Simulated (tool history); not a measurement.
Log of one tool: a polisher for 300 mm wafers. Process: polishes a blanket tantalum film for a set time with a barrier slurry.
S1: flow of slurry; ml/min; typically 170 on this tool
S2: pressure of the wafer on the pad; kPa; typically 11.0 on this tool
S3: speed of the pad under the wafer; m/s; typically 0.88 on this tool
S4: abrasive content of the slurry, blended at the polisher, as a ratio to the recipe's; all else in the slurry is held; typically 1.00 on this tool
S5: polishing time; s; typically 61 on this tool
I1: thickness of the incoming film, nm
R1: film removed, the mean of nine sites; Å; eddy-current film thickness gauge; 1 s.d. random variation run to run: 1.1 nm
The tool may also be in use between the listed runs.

run,hour,S1,S2,S3,S4,S5,I1,R1
1,0.0,170,11.0,0.98,1.00,61,388.2,946
2,49.8,170,11.0,0.88,1.00,61,390.2,865
3,74.6,170,11.0,0.88,1.00,61,396.9,874
# hour 77.2: slurry nozzle cleaned
4,138.9,170,11.0,0.88,1.00,61,392.3,864
5,170.8,170,11.0,0.88,1.00,61,390.1,844
6,206.8,170,11.0,1.12,1.00,61,388.5,1035
# hour 236.8: slurry blender recalibrated
7,268.6,170,11.0,1.12,1.00,61,397.3,1126
# hour 288.7: head pressure recalibrated
# hour 317.4: worn pad replaced by a new one
8,329.8,155,11.0,0.88,1.00,61,386.9,830
9,366.9,170,11.0,0.88,1.00,61,387.7,818
10,416.3,170,11.0,0.88,1.00,61,383.5,822
11,463.1,195,11.0,1.06,1.25,61,387.4,1040
12,495.0,170,11.0,1.12,1.00,61,387.5,1006
# hour 530.3: slurry nozzle cleaned
13,545.5,170,11.0,1.06,0.80,72,389.6,1039
# hour 560.3: slurry blender recalibrated
14,592.7,170,7.6,0.64,1.25,78,388.6,579
15,657.7,170,7.6,0.88,0.75,47,386.8,397
16,690.3,170,11.0,1.06,1.00,61,394.9,988
# hour 711.1: worn pad replaced by a new one
17,747.3,220,11.0,1.18,1.00,61,396.1,1136
18,795.1,120,9.0,0.88,1.30,61,390.4,676
19,838.8,170,11.0,0.88,1.00,41,390.5,553
# hour 910.7: slurry blender recalibrated
20,911.2,170,11.0,0.88,1.15,61,383.4,888
21,973.9,170,11.0,0.88,0.80,76,388.7,1008
22,1016.7,215,11.0,0.88,0.85,45,392.1,630
23,1057.5,130,13.1,0.88,1.00,61,398.2,998
# hour 1072.0: worn pad replaced by a new one
24,1109.8,170,11.0,0.88,1.00,61,384.8,864
# hour 1124.8: slurry nozzle cleaned
25,1176.9,170,11.0,0.60,0.90,74,390.5,709
26,1223.9,170,11.0,0.96,1.00,70,383.4,1031
# hour 1236.7: slurry blender recalibrated
27,1256.8,170,11.0,0.88,1.00,61,386.1,897
28,1295.0,170,11.0,0.88,1.00,61,394.8,898
29,1334.4,170,11.0,0.88,1.00,46,388.7,676

What if the next run were any one of these 5? Each begins from the tool's condition after run 29:
A,1334.8,170,11.0,0.88,1.00,61,389.1,?
B,1334.8,195,12.4,1.06,1.00,61,389.1,?
C,1334.8,170,7.6,0.88,1.00,61,389.1,?
D,1334.8,170,11.0,0.88,0.80,61,389.1,?
E,1334.8,170,11.0,0.96,1.10,47,389.1,?

run,R1
A,914
B,1247
C,629
D,860
E,783
Take away the tool's hidden state, keep each run's random variation, and the runs would have read:
run,R1
A,863
B,1177
C,593
D,813
E,738
